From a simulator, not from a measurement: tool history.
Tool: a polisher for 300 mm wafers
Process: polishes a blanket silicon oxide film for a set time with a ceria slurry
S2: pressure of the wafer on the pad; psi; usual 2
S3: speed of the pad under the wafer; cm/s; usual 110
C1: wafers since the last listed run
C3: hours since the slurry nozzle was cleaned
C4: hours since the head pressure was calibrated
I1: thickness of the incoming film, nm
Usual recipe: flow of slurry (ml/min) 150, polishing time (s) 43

{"run": 1, "hour": 0.0, "flow of slurry (ml/min)": 150, "S2": 2, "S3": 110, "polishing time (s)": 43, "C1": 0, "wafers polished on this pad": 725, "C3": 282.7, "C4": 1174.1, "I1": 895.6, "film removed (angstrom)": 1144}
{"run": 2, "hour": 317.7, "flow of slurry (ml/min)": 150, "S2": 2, "S3": 110, "polishing time (s)": 43, "C1": 2447, "wafers polished on this pad": 3173, "C3": 600.4, "C4": 1491.8, "I1": 899.6, "film removed (angstrom)": 1111}
{"hour": 372.0, "done": "head pressure recalibrated"}
{"run": 3, "hour": 401.3, "flow of slurry (ml/min)": 150, "S2": 2, "S3": 110, "polishing time (s)": 43, "C1": 628, "wafers polished on this pad": 3802, "C3": 684, "C4": 29.3, "I1": 892.8, "film removed (angstrom)": 1096}
{"run": 4, "hour": 468.3, "flow of slurry (ml/min)": 150, "S2": 2, "S3": 110, "polishing time (s)": 43, "C1": 516, "wafers polished on this pad": 4318, "C3": 751, "C4": 96.3, "I1": 884.2, "film removed (angstrom)": 1032}
{"run": 5, "hour": 576.0, "flow of slurry (ml/min)": 150, "S2": 2, "S3": 110, "polishing time (s)": 43, "C1": 829, "wafers polished on this pad": 5147, "C3": 858.7, "C4": 204, "I1": 885.4, "film removed (angstrom)": 1001}
{"hour": 639.9, "done": "slurry nozzle cleaned"}
{"run": 6, "hour": 660.6, "flow of slurry (ml/min)": 150, "S2": 2, "S3": 110, "polishing time (s)": 43, "C1": 644, "wafers polished on this pad": 5791, "C3": 20.7, "C4": 288.6, "I1": 896.8, "film removed (angstrom)": 1149}
{"run": 7, "hour": 698.6, "flow of slurry (ml/min)": 135, "S2": 2, "S3": 110, "polishing time (s)": 43, "C1": 292, "wafers polished on this pad": 6084, "C3": 58.7, "C4": 326.6, "I1": 896, "film removed (angstrom)": 1113}
{"hour": 703.0, "done": "worn pad replaced by a new one"}
{"run": 8, "hour": 769.3, "flow of slurry (ml/min)": 135, "S2": 2, "S3": 110, "polishing time (s)": 43, "C1": 513, "wafers polished on this pad": 510, "C3": 129.4, "C4": 397.3, "I1": 894.4, "film removed (angstrom)": 1121}
{"run": 9, "hour": 870.6, "flow of slurry (ml/min)": 190, "S2": 2, "S3": 122, "polishing time (s)": 43, "C1": 780, "wafers polished on this pad": 1291, "C3": 230.7, "C4": 498.6, "I1": 891.4, "film removed (angstrom)": 1263}
{"run": 10, "hour": 921.4, "flow of slurry (ml/min)": 190, "S2": 2, "S3": 122, "polishing time (s)": 43, "C1": 391, "wafers polished on this pad": 1682, "C3": 281.5, "C4": 549.4, "I1": 890.5, "film removed (angstrom)": 1255}
{"run": 11, "hour": 1024.3, "flow of slurry (ml/min)": 190, "S2": 2, "S3": 122, "polishing time (s)": 43, "C1": 792, "wafers polished on this pad": 2475, "C3": 384.4, "C4": 652.3, "I1": 887.4, "film removed (angstrom)": 1245}
{"run": 12, "hour": 1109.7, "flow of slurry (ml/min)": 150, "S2": 2, "S3": 110, "polishing time (s)": 43, "C1": 657, "wafers polished on this pad": 3133, "C3": 469.8, "C4": 737.7, "I1": 890.3, "film removed (angstrom)": 1126}
{"run": 13, "hour": 1146.2, "flow of slurry (ml/min)": 150, "S2": 2, "S3": 110, "polishing time (s)": 43, "C1": 281, "wafers polished on this pad": 3414, "C3": 506.3, "C4": 774.2, "I1": 894, "film removed (angstrom)": 1113}
{"run": 14, "hour": 1234.7, "flow of slurry (ml/min)": 150, "S2": 1.5, "S3": 130, "polishing time (s)": 36, "C1": 681, "wafers polished on this pad": 4096, "C3": 594.8, "C4": 862.7, "I1": 901, "film removed (angstrom)": 762}
{"hour": 1375.3, "done": "slurry nozzle cleaned"}
{"hour": 1480.8, "done": "worn pad replaced by a new one"}
{"run": 15, "hour": 1523.4, "flow of slurry (ml/min)": 150, "S2": 2.2, "S3": 90, "polishing time (s)": 43, "C1": 2185, "wafers polished on this pad": 328, "C3": 148.1, "C4": 1151.4, "I1": 888, "film removed (angstrom)": 1116}
{"run": 16, "hour": 1586.8, "flow of slurry (ml/min)": 150, "S2": 2, "S3": 110, "polishing time (s)": 43, "C1": 488, "wafers polished on this pad": 816, "C3": 211.5, "C4": 1214.8, "I1": 901.5, "film removed (angstrom)": 1126}
{"hour": 1873.0, "done": "head pressure recalibrated"}
{"run": 17, "hour": 1876.7, "flow of slurry (ml/min)": 150, "S2": 1.7, "S3": 94, "polishing time (s)": 51, "C1": 2217, "wafers polished on this pad": 3034, "C3": 501.4, "C4": 3.7, "I1": 891.9, "film removed (angstrom)": 1015}
{"run": 18, "hour": 1951.1, "flow of slurry (ml/min)": 150, "S2": 2, "S3": 110, "polishing time (s)": 43, "C1": 573, "wafers polished on this pad": 3608, "C3": 575.8, "C4": 78.1, "I1": 897.5, "film removed (angstrom)": 1078}
{"run": 19, "hour": 2006.9, "flow of slurry (ml/min)": 165, "S2": 1.7, "S3": 140, "polishing time (s)": 32, "C1": 429, "wafers polished on this pad": 4037, "C3": 631.6, "C4": 133.9, "I1": 888.4, "film removed (angstrom)": 810}
{"run": 20, "hour": 2081.3, "flow of slurry (ml/min)": 150, "S2": 2, "S3": 110, "polishing time (s)": 43, "C1": 573, "wafers polished on this pad": 4611, "C3": 706, "C4": 208.3, "I1": 881.8, "film removed (angstrom)": 1028}
{"run": 21, "hour": 2160.7, "flow of slurry (ml/min)": 180, "S2": 2, "S3": 120, "polishing time (s)": 29, "C1": 611, "wafers polished on this pad": 5222, "C3": 785.4, "C4": 287.7, "I1": 904.1, "film removed (angstrom)": 746}
{"hour": 2196.0, "done": "slurry nozzle cleaned"}
{"run": 22, "hour": 2200.7, "flow of slurry (ml/min)": 150, "S2": 2, "S3": 110, "polishing time (s)": 43, "C1": 300, "wafers polished on this pad": 5523, "C3": 4.7, "C4": 327.7, "I1": 891.9, "film removed (angstrom)": 1122}
{"hour": 2256.1, "done": "worn pad replaced by a new one"}
{"run": 23, "hour": 2305.6, "flow of slurry (ml/min)": 190, "S2": 2, "S3": 110, "polishing time (s)": 38, "C1": 777, "wafers polished on this pad": 381, "C3": 109.6, "C4": 432.6, "I1": 891.1, "film removed (angstrom)": 1043}
{"run": 24, "hour": 2368.3, "flow of slurry (ml/min)": 150, "S2": 2, "S3": 110, "polishing time (s)": 49, "C1": 483, "wafers polished on this pad": 864, "C3": 172.3, "C4": 495.3, "I1": 900, "film removed (angstrom)": 1289}
{"run": 25, "hour": 2469.1, "flow of slurry (ml/min)": 150, "S2": 2, "S3": 110, "polishing time (s)": 43, "C1": 776, "wafers polished on this pad": 1641, "C3": 273.1, "C4": 596.1, "I1": 876.6, "film removed (angstrom)": 1121}
{"run": 26, "hour": 2559.4, "flow of slurry (ml/min)": 180, "S2": 2, "S3": 142, "polishing time (s)": 57, "C1": 695, "wafers polished on this pad": 2336, "C3": 363.4, "C4": 686.4, "I1": 874.3, "film removed (angstrom)": 1833}
{"run": 27, "hour": 2635.3, "flow of slurry (ml/min)": 125, "S2": 2, "S3": 110, "polishing time (s)": 43, "C1": 584, "wafers polished on this pad": 2921, "C3": 439.3, "C4": 762.3, "I1": 887.9, "film removed (angstrom)": 1061}
{"run": 28, "hour": 2693.9, "flow of slurry (ml/min)": 150, "S2": 1.4, "S3": 88, "polishing time (s)": 43, "C1": 451, "wafers polished on this pad": 3373, "C3": 497.9, "C4": 820.9, "I1": 891.1, "film removed (angstrom)": 663}
{"run": 29, "hour": 2784.2, "flow of slurry (ml/min)": 125, "S2": 2, "S3": 88, "polishing time (s)": 43, "C1": 695, "wafers polished on this pad": 4068, "C3": 588.2, "C4": 911.2, "I1": 889.6, "film removed (angstrom)": 901}
{"run": 30, "hour": 2882.2, "flow of slurry (ml/min)": 130, "S2": 2, "S3": 82, "polishing time (s)": 43, "C1": 754, "wafers polished on this pad": 4823, "C3": 686.2, "C4": 1009.2, "I1": 889.2, "film removed (angstrom)": 851}
{"run": 31, "hour": 2921.5, "flow of slurry (ml/min)": 120, "S2": 2, "S3": 110, "polishing time (s)": 43, "C1": 302, "wafers polished on this pad": 5126, "C3": 725.5, "C4": 1048.5, "I1": 889.2, "film removed (angstrom)": 975}
{"run": 32, "hour": 2985.6, "flow of slurry (ml/min)": 110, "S2": 2.2, "S3": 138, "polishing time (s)": 51, "C1": 493, "wafers polished on this pad": 5620, "C3": 789.6, "C4": 1112.6, "I1": 897.8, "film removed (angstrom)": 1386}
{"hour": 3011.6, "done": "slurry nozzle cleaned"}
{"run": 33, "hour": 3023.6, "flow of slurry (ml/min)": 150, "S2": 2, "S3": 110, "polishing time (s)": 43, "C1": 285, "wafers polished on this pad": 5905, "C3": 12, "C4": 1150.6, "I1": 877.5, "film removed (angstrom)": 1147}
{"run": 34, "hour": 3071.2, "flow of slurry (ml/min)": 135, "S2": 1.7, "S3": 110, "polishing time (s)": 29, "C1": 366, "wafers polished on this pad": 6272, "C3": 59.6, "C4": 1198.2, "I1": 890.3, "film removed (angstrom)": 628}
{"run": 35, "hour": 3128.2, "flow of slurry (ml/min)": 105, "S2": 2, "S3": 110, "polishing time (s)": 43, "C1": 439, "wafers polished on this pad": 6711, "C3": 116.6, "C4": 1255.2, "I1": 887.3, "film removed (angstrom)": 1038}
{"hour": 3135.4, "done": "worn pad replaced by a new one"}
{"run": 36, "hour": 3209.1, "flow of slurry (ml/min)": 130, "S2": 2, "S3": 82, "polishing time (s)": 43, "C1": 592, "wafers polished on this pad": 568, "C3": 197.5, "C4": 1336.1, "I1": 898.8, "film removed (angstrom)": 928}
{"run": 37, "hour": 3256.4, "flow of slurry (ml/min)": 150, "S2": 2, "S3": 110, "polishing time (s)": 43, "C1": 364, "wafers polished on this pad": 932, "C3": 244.8, "C4": 1383.4, "I1": 907.6, "film removed (angstrom)": 1140}
{"hour": 3324.7, "done": "head pressure recalibrated"}
{"run": 38, "hour": 3360.2, "flow of slurry (ml/min)": 150, "S2": 2, "S3": 110, "polishing time (s)": 43, "C1": 784, "wafers polished on this pad": 1716, "C3": 348.6, "C4": 35.5, "I1": 886.1, "film removed (angstrom)": 1129}

For each run, what was the tool's unlogged condition?
removal rate lost through wear of the pad, %: 0 on each run
deviation of the head's pressure from its setpoint, %: 0 on each run
H1: slurry flow missing at the pad, %
run=1 H1=7.13
run=2 H1=23.2
run=3 H1=29.3
run=4 H1=34.8
run=5 H1=44.7
run=6 H1=2.5
run=7 H1=2.67
run=8 H1=3.43
run=9 H1=5.52
run=10 H1=7
run=11 H1=10.9
run=12 H1=15.1
run=13 H1=17.1
run=14 H1=22.7
run=15 H1=11
run=16 H1=12.3
run=17 H1=24.1
run=18 H1=28.7
run=19 H1=32.6
run=20 H1=38.2
run=21 H1=45
run=22 H1=7.21
run=23 H1=7.89
run=24 H1=8.9
run=25 H1=11.5
run=26 H1=14.8
run=27 H1=18.2
run=28 H1=21.4
run=29 H1=27
run=30 H1=34.1
run=31 H1=37.3
run=32 H1=42.8
run=33 H1=7.93
run=34 H1=8.12
run=35 H1=8.7
run=36 H1=10.1
run=37 H1=11.3
run=38 H1=14.9

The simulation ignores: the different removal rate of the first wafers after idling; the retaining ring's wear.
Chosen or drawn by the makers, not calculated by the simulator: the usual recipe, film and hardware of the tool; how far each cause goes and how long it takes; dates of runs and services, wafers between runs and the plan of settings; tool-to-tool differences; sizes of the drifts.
